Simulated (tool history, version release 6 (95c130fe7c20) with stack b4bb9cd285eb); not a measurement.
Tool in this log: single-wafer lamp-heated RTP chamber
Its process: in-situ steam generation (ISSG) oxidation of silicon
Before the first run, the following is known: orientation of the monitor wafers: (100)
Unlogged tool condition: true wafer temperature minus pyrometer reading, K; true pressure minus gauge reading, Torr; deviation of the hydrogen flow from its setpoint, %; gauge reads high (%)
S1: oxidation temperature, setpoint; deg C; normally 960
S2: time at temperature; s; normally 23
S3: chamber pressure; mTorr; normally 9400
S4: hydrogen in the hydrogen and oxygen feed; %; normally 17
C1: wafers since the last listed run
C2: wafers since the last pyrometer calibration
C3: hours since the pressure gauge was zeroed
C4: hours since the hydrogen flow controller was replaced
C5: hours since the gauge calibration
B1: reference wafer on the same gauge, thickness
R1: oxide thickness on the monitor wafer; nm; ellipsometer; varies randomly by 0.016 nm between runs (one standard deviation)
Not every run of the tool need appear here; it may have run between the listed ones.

{"run": 1, "hour": 0.0, "S1": 960, "S2": 23, "S3": 9400, "S4": 17, "C1": 0, "C2": 1430, "C3": 3965.5, "C4": 1275.8, "C5": 1567.1, "B1": 5.808, "R1": 4.878}
{"run": 2, "hour": 59.5, "S1": 960, "S2": 23, "S3": 9400, "S4": 17, "C1": 360, "C2": 1791, "C3": 4025, "C4": 1335.3, "C5": 1626.6, "B1": 5.807, "R1": 4.876}
{"hour": 72.9, "done": "gauge calibrated"}
{"run": 3, "hour": 83.8, "S1": 960, "S2": 23, "S3": 9400, "S4": 17, "C1": 147, "C2": 1939, "C3": 4049.3, "C4": 1359.6, "C5": 10.9, "B1": 5.813, "R1": 4.881}
{"run": 4, "hour": 177.7, "S1": 960, "S2": 18, "S3": 9400, "S4": 17, "C1": 569, "C2": 2508, "C3": 4143.2, "C4": 1453.5, "C5": 104.8, "B1": 5.811, "R1": 4.37}
{"run": 5, "hour": 244.8, "S1": 960, "S2": 18, "S3": 9400, "S4": 17, "C1": 407, "C2": 2915, "C3": 4210.3, "C4": 1520.6, "C5": 171.9, "B1": 5.802, "R1": 4.383}
{"run": 6, "hour": 275.1, "S1": 960, "S2": 18, "S3": 9400, "S4": 17, "C1": 183, "C2": 3099, "C3": 4240.6, "C4": 1550.9, "C5": 202.2, "B1": 5.811, "R1": 4.396}
{"run": 7, "hour": 301.7, "S1": 960, "S2": 23, "S3": 9400, "S4": 17, "C1": 161, "C2": 3261, "C3": 4267.2, "C4": 1577.5, "C5": 228.8, "B1": 5.811, "R1": 4.86}
{"run": 8, "hour": 373.6, "S1": 960, "S2": 23, "S3": 9400, "S4": 17, "C1": 436, "C2": 3697, "C3": 4339.1, "C4": 1649.4, "C5": 300.7, "B1": 5.805, "R1": 4.886}
{"run": 9, "hour": 441.5, "S1": 960, "S2": 23, "S3": 9400, "S4": 17, "C1": 411, "C2": 4109, "C3": 4407, "C4": 1717.3, "C5": 368.6, "B1": 5.809, "R1": 4.908}
{"run": 10, "hour": 571.0, "S1": 960, "S2": 29, "S3": 8100, "S4": 14, "C1": 785, "C2": 4894, "C3": 4536.5, "C4": 1846.8, "C5": 498.1, "B1": 5.808, "R1": 5.257}
{"run": 11, "hour": 596.0, "S1": 960, "S2": 23, "S3": 8000, "S4": 17, "C1": 151, "C2": 5046, "C3": 4561.5, "C4": 1871.8, "C5": 523.1, "B1": 5.815, "R1": 4.878}
{"hour": 738.0, "done": "hydrogen flow controller replaced"}
{"run": 12, "hour": 741.7, "S1": 960, "S2": 29, "S3": 10200, "S4": 14, "C1": 835, "C2": 5881, "C3": 4707.2, "C4": 3.7, "C5": 668.8, "B1": 5.812, "R1": 5.145}
{"hour": 756.0, "done": "pressure gauge zeroed"}
{"run": 13, "hour": 802.7, "S1": 976, "S2": 32, "S3": 10200, "S4": 13, "C1": 321, "C2": 6203, "C3": 46.7, "C4": 64.7, "C5": 729.8, "B1": 5.808, "R1": 5.651}
{"run": 14, "hour": 835.8, "S1": 960, "S2": 23, "S3": 9400, "S4": 17, "C1": 200, "C2": 6404, "C3": 79.8, "C4": 97.8, "C5": 762.9, "B1": 5.809, "R1": 4.87}
{"run": 15, "hour": 876.6, "S1": 960, "S2": 23, "S3": 9400, "S4": 17, "C1": 247, "C2": 6651, "C3": 120.6, "C4": 138.6, "C5": 803.7, "B1": 5.805, "R1": 4.874}
{"run": 16, "hour": 925.8, "S1": 960, "S2": 23, "S3": 9400, "S4": 17, "C1": 298, "C2": 6950, "C3": 169.8, "C4": 187.8, "C5": 852.9, "B1": 5.804, "R1": 4.907}
{"run": 17, "hour": 1052.5, "S1": 960, "S2": 23, "S3": 10200, "S4": 17, "C1": 768, "C2": 7718, "C3": 296.5, "C4": 314.5, "C5": 979.6, "B1": 5.808, "R1": 4.812}
{"run": 18, "hour": 1092.2, "S1": 950, "S2": 23, "S3": 9400, "S4": 11, "C1": 240, "C2": 7959, "C3": 336.2, "C4": 354.2, "C5": 1019.3, "B1": 5.816, "R1": 4.323}
{"hour": 1121.6, "done": "pyrometer window cleaned and pyrometer calibrated"}
{"run": 19, "hour": 1122.1, "S1": 960, "S2": 23, "S3": 10200, "S4": 17, "C1": 132, "C2": 3, "C3": 366.1, "C4": 384.1, "C5": 1049.2, "B1": 5.808, "R1": 4.806}
{"run": 20, "hour": 1146.1, "S1": 960, "S2": 29, "S3": 10200, "S4": 17, "C1": 145, "C2": 148, "C3": 390.1, "C4": 408.1, "C5": 1073.2, "B1": 5.81, "R1": 5.37}
{"run": 21, "hour": 1215.9, "S1": 960, "S2": 14, "S3": 9400, "S4": 11, "C1": 423, "C2": 572, "C3": 459.9, "C4": 477.9, "C5": 1143, "B1": 5.812, "R1": 3.607}
{"run": 22, "hour": 1265.3, "S1": 974, "S2": 23, "S3": 9400, "S4": 14, "C1": 299, "C2": 871, "C3": 509.3, "C4": 527.3, "C5": 1192.4, "B1": 5.808, "R1": 4.906}
{"run": 23, "hour": 1296.0, "S1": 960, "S2": 23, "S3": 9400, "S4": 17, "C1": 186, "C2": 1058, "C3": 540, "C4": 558, "C5": 1223.1, "B1": 5.814, "R1": 4.84}
{"run": 24, "hour": 1357.4, "S1": 972, "S2": 23, "S3": 9400, "S4": 26, "C1": 372, "C2": 1430, "C3": 601.4, "C4": 619.4, "C5": 1284.5, "B1": 5.807, "R1": 5.559}
{"run": 25, "hour": 1386.7, "S1": 960, "S2": 23, "S3": 9400, "S4": 20, "C1": 177, "C2": 1608, "C3": 630.7, "C4": 648.7, "C5": 1313.8, "B1": 5.811, "R1": 5.029}
{"run": 26, "hour": 1456.6, "S1": 960, "S2": 26, "S3": 9900, "S4": 17, "C1": 424, "C2": 2032, "C3": 700.6, "C4": 718.6, "C5": 1383.7, "B1": 5.809, "R1": 5.097}
{"run": 27, "hour": 1509.5, "S1": 976, "S2": 23, "S3": 10200, "S4": 17, "C1": 320, "C2": 2353, "C3": 753.5, "C4": 771.5, "C5": 1436.6, "B1": 5.813, "R1": 5.097}
{"hour": 1518.2, "done": "gauge calibrated"}
{"run": 28, "hour": 1578.9, "S1": 965, "S2": 26, "S3": 9400, "S4": 17, "C1": 421, "C2": 2774, "C3": 822.9, "C4": 840.9, "C5": 60.7, "B1": 5.81, "R1": 5.234}
{"run": 29, "hour": 1647.4, "S1": 954, "S2": 31, "S3": 8900, "S4": 17, "C1": 415, "C2": 3189, "C3": 891.4, "C4": 909.4, "C5": 129.2, "B1": 5.813, "R1": 5.514}
{"run": 30, "hour": 1677.9, "S1": 960, "S2": 29, "S3": 9400, "S4": 24, "C1": 185, "C2": 3374, "C3": 921.9, "C4": 939.9, "C5": 159.7, "B1": 5.803, "R1": 5.832}
{"run": 31, "hour": 1720.8, "S1": 968, "S2": 23, "S3": 9400, "S4": 20, "C1": 260, "C2": 3635, "C3": 964.8, "C4": 982.8, "C5": 202.6, "B1": 5.814, "R1": 5.161}

4 ways to go on from here, each from the tool as it stands after run 31. What would each give?
{"run": "A", "hour": 1721.3, "S1": 960, "S2": 23, "S3": 7900, "S4": 17, "C1": 3, "C2": 3638, "C3": 965.3, "C4": 983.3, "C5": 203.1, "B1": "?", "R1": "?"}
{"run": "B", "hour": 1721.3, "S1": 960, "S2": 20, "S3": 9400, "S4": 11, "C1": 3, "C2": 3638, "C3": 965.3, "C4": 983.3, "C5": 203.1, "B1": "?", "R1": "?"}
{"run": "C", "hour": 1721.3, "S1": 960, "S2": 23, "S3": 10000, "S4": 12, "C1": 3, "C2": 3638, "C3": 965.3, "C4": 983.3, "C5": 203.1, "B1": "?", "R1": "?"}
{"run": "D", "hour": 1721.3, "S1": 960, "S2": 23, "S3": 9400, "S4": 14, "C1": 3, "C2": 3638, "C3": 965.3, "C4": 983.3, "C5": 203.1, "B1": "?", "R1": "?"}

run=A B1=5.815 R1=4.907
run=B B1=5.815 R1=4.185
run=C B1=5.815 R1=4.497
run=D B1=5.815 R1=4.673
The same runs, with their run-to-run variation unchanged, on a tool lacking any hidden condition would have given:
run=A R1=4.907
run=B R1=4.185
run=C R1=4.497
run=D R1=4.673
